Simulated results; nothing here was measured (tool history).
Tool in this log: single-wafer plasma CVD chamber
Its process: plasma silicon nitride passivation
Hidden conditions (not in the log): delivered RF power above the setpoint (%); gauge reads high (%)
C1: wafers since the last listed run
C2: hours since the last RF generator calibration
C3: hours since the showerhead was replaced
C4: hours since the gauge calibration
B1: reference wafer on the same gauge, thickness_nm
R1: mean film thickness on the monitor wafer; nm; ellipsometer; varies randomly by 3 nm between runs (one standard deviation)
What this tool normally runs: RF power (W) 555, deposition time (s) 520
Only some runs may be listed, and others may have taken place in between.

Run 1, hour 0: usual settings but RF power (W) 590, deposition time (s) 580; C1 0; C2 1076.3; C3 5638.6; C4 1028.4; B1 876.3. Result: R1 894.355 nm.
Run 2, hour 53.1: usual settings but RF power (W) 610, deposition time (s) 498; C1 228; C2 1129.4; C3 5691.7; C4 1081.5; B1 874.976. Result: R1 775.514 nm.
Run 3, hour 100.6: usual settings but RF power (W) 595; C1 204; C2 1176.9; C3 5739.2; C4 1129; B1 875.852. Result: R1 800.336 nm.
Run 4, hour 161.4: usual settings but RF power (W) 595; C1 261; C2 1237.7; C3 5800; C4 1189.8; B1 876.754. Result: R1 803.738 nm.
Run 5, hour 246.2: usual settings but RF power (W) 595; C1 364; C2 1322.5; C3 5884.8; C4 1274.6; B1 877.104. Result: R1 800.578 nm.
Run 6, hour 329.2: usual settings; C1 356; C2 1405.5; C3 5967.8; C4 1357.6; B1 875.782. Result: R1 785.291 nm.
Run 7, hour 380.9: usual settings but RF power (W) 590, deposition time (s) 479; C1 222; C2 1457.2; C3 6019.5; C4 1409.3; B1 874.43. Result: R1 733.797 nm.
Run 8, hour 479.1: usual settings but RF power (W) 590, deposition time (s) 479; C1 422; C2 1555.4; C3 6117.7; C4 1507.5; B1 875.888. Result: R1 733.079 nm.
At hour 536.3: RF generator calibrated.
Run 9, hour 548.3: usual settings but RF power (W) 590, deposition time (s) 479; C1 263; C2 12; C3 6186.9; C4 1576.7; B1 875.88. Result: R1 745.108 nm.
At hour 578.1: gauge calibrated.
Run 10, hour 647: usual settings but RF power (W) 525; C1 424; C2 110.7; C3 6285.6; C4 68.9; B1 876.298. Result: R1 775.219 nm.
Run 11, hour 710: usual settings; C1 270; C2 173.7; C3 6348.6; C4 131.9; B1 875.805. Result: R1 794.446 nm.
Run 12, hour 784.5: usual settings but deposition time (s) 419; C1 320; C2 248.2; C3 6423.1; C4 206.4; B1 875.781. Result: R1 638.779 nm.
Run 13, hour 891.2: usual settings but RF power (W) 525, deposition time (s) 440; C1 458; C2 354.9; C3 6529.8; C4 313.1; B1 876.781. Result: R1 654.162 nm.
Run 14, hour 991.1: usual settings but RF power (W) 490, deposition time (s) 444; C1 429; C2 454.8; C3 6629.7; C4 413; B1 876.288. Result: R1 648.799 nm.
Run 15, hour 1089.7: usual settings but RF power (W) 590, deposition time (s) 479; C1 423; C2 553.4; C3 6728.3; C4 511.6; B1 876.259. Result: R1 739.272 nm.
Run 16, hour 1195.3: usual settings but RF power (W) 485; C1 453; C2 659; C3 6833.9; C4 617.2; B1 878.097. Result: R1 755.243 nm.
Run 17, hour 1259.6: usual settings but RF power (W) 460, deposition time (s) 494; C1 276; C2 723.3; C3 6898.2; C4 681.5; B1 877.92. Result: R1 702.997 nm.
At hour 1273: showerhead replaced.
Run 18, hour 1366.3: usual settings but RF power (W) 470, deposition time (s) 563; C1 424; C2 830; C3 93.3; C4 788.2; B1 874.157. Result: R1 805.215 nm.
Run 19, hour 1430.2: usual settings but RF power (W) 460, deposition time (s) 593; C1 274; C2 893.9; C3 157.2; C4 852.1; B1 875.258. Result: R1 839.354 nm.
Run 20, hour 1502.8: usual settings; C1 312; C2 966.5; C3 229.8; C4 924.7; B1 874.784. Result: R1 785.652 nm.
Run 21, hour 1580.3: usual settings but RF power (W) 605, deposition time (s) 457; C1 333; C2 1044; C3 307.3; C4 1002.2; B1 874.938. Result: R1 711.605 nm.
Run 22, hour 1651.7: usual settings but deposition time (s) 616; C1 306; C2 1115.4; C3 378.7; C4 1073.6; B1 875.095. Result: R1 927.938 nm.

Each row is a separate what-if for the run after 22, all from the same tool condition, not one after another. Results?
Run A, hour 1652.2: usual settings; C1 2; C2 1115.9; C3 379.2; C4 1074.1; B1 ?. Result: R1 ?.
Run B, hour 1652.2: usual settings but RF power (W) 655; C1 2; C2 1115.9; C3 379.2; C4 1074.1; B1 ?. Result: R1 ?.
Run C, hour 1652.2: usual settings but deposition time (s) 449; C1 2; C2 1115.9; C3 379.2; C4 1074.1; B1 ?. Result: R1 ?.
Run D, hour 1652.2: usual settings but RF power (W) 640, deposition time (s) 553; C1 2; C2 1115.9; C3 379.2; C4 1074.1; B1 ?. Result: R1 ?.
Run E, hour 1652.2: usual settings but RF power (W) 615, deposition time (s) 439; C1 2; C2 1115.9; C3 379.2; C4 1074.1; B1 ?. Result: R1 ?.

run       B1       R1
  A  876.128  785.614
  B  876.128  831.234
  C  876.128  678.348
  D  876.128  877.101
  E  876.128  686.949
Had the tool no hidden state, the same runs would have come out as:
run       R1
  A  797.399
  B  843.703
  C  688.523
  D  890.258
  E  697.254

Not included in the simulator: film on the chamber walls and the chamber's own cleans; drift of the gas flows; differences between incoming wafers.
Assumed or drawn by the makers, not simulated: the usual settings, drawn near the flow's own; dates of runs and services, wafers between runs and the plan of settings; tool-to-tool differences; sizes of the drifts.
